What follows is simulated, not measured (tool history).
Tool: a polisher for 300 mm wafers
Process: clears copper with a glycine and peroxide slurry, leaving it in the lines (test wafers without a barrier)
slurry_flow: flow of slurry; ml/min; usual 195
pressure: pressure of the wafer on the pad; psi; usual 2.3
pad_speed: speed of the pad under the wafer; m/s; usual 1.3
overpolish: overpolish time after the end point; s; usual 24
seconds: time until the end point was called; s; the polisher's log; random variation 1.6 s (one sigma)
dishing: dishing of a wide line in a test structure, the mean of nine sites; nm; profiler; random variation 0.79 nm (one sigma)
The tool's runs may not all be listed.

| run | day | slurry_flow | pressure | pad_speed | overpolish | incoming thickness of the incoming film, nm | seconds | dishing |
|---|---|---|---|---|---|---|---|---|
| 1 | 0 | 195 | 2.3 | 1.2 | 24 | 737.5 | 129.7 | 73.9 |
| 2 | 0.308 | 195 | 2.3 | 1.2 | 24 | 746.2 | 130.6 | 76.6 |
| 3 | 0.704 | 195 | 2.3 | 1.2 | 24 | 755.5 | 132.2 | 75.1 |
| 4 | 1.208 | 195 | 2.3 | 1.3 | 24 | 749.7 | 123.5 | 79 |
|  | 1.808 | worn pad replaced by a new one |
| 5 | 1.929 | 195 | 2.3 | 1.3 | 24 | 767 | 126.3 | 78.3 |
| 6 | 2.229 | 195 | 2.3 | 0.98 | 24 | 746.7 | 152.8 | 67.7 |
| 7 | 2.717 | 195 | 2.3 | 1.3 | 24 | 763.3 | 128.9 | 80 |
| 8 | 3.167 | 195 | 2.3 | 1.3 | 24 | 748.1 | 121.1 | 78.5 |
| 9 | 3.804 | 195 | 2.3 | 1.3 | 24 | 749.2 | 124.1 | 79.4 |
| 10 | 4.179 | 195 | 2.3 | 1.3 | 24 | 752 | 123.1 | 79.1 |
| 11 | 4.692 | 195 | 2.3 | 1.3 | 24 | 754.6 | 123.9 | 78.7 |
| 12 | 5.329 | 195 | 1.7 | 1.08 | 24 | 736.6 | 177.8 | 58.2 |
|  | 5.796 | worn pad replaced by a new one |
| 13 | 5.917 | 130 | 2.3 | 1.3 | 11 | 748.9 | 129.7 | 41.5 |
| 14 | 6.188 | 250 | 2.8 | 1.3 | 24 | 745.8 | 100.2 | 90.2 |
| 15 | 6.817 | 195 | 2.3 | 1.3 | 24 | 750 | 122.8 | 78.8 |
|  | 7.167 | head pressure recalibrated |
| 16 | 7.35 | 225 | 1.6 | 0.9 | 18 | 758.7 | 218.4 | 40.7 |
| 17 | 8.071 | 250 | 1.5 | 1.1 | 29 | 752 | 193.4 | 63.3 |
|  | 8.242 | slurry nozzle cleaned |
| 18 | 8.642 | 230 | 2.3 | 1.3 | 11 | 739.5 | 120.4 | 43.5 |
|  | 9.121 | worn pad replaced by a new one |
| 19 | 9.238 | 195 | 2.3 | 1.3 | 24 | 744.8 | 124 | 78.1 |
| 20 | 9.542 | 195 | 2.3 | 1.3 | 24 | 746.9 | 125.4 | 79.4 |

The next listed run, before its measurement:
| 21 | 10.129 | 195 | 2.8 | 1.74 | 24 | 758.1 | ? | ? |

{"run 21": {"seconds": 81.2, "dishing": 105.2}}
Without the tool's hidden state the same run would have given seconds 81.2 s, dishing 105.2 nm.

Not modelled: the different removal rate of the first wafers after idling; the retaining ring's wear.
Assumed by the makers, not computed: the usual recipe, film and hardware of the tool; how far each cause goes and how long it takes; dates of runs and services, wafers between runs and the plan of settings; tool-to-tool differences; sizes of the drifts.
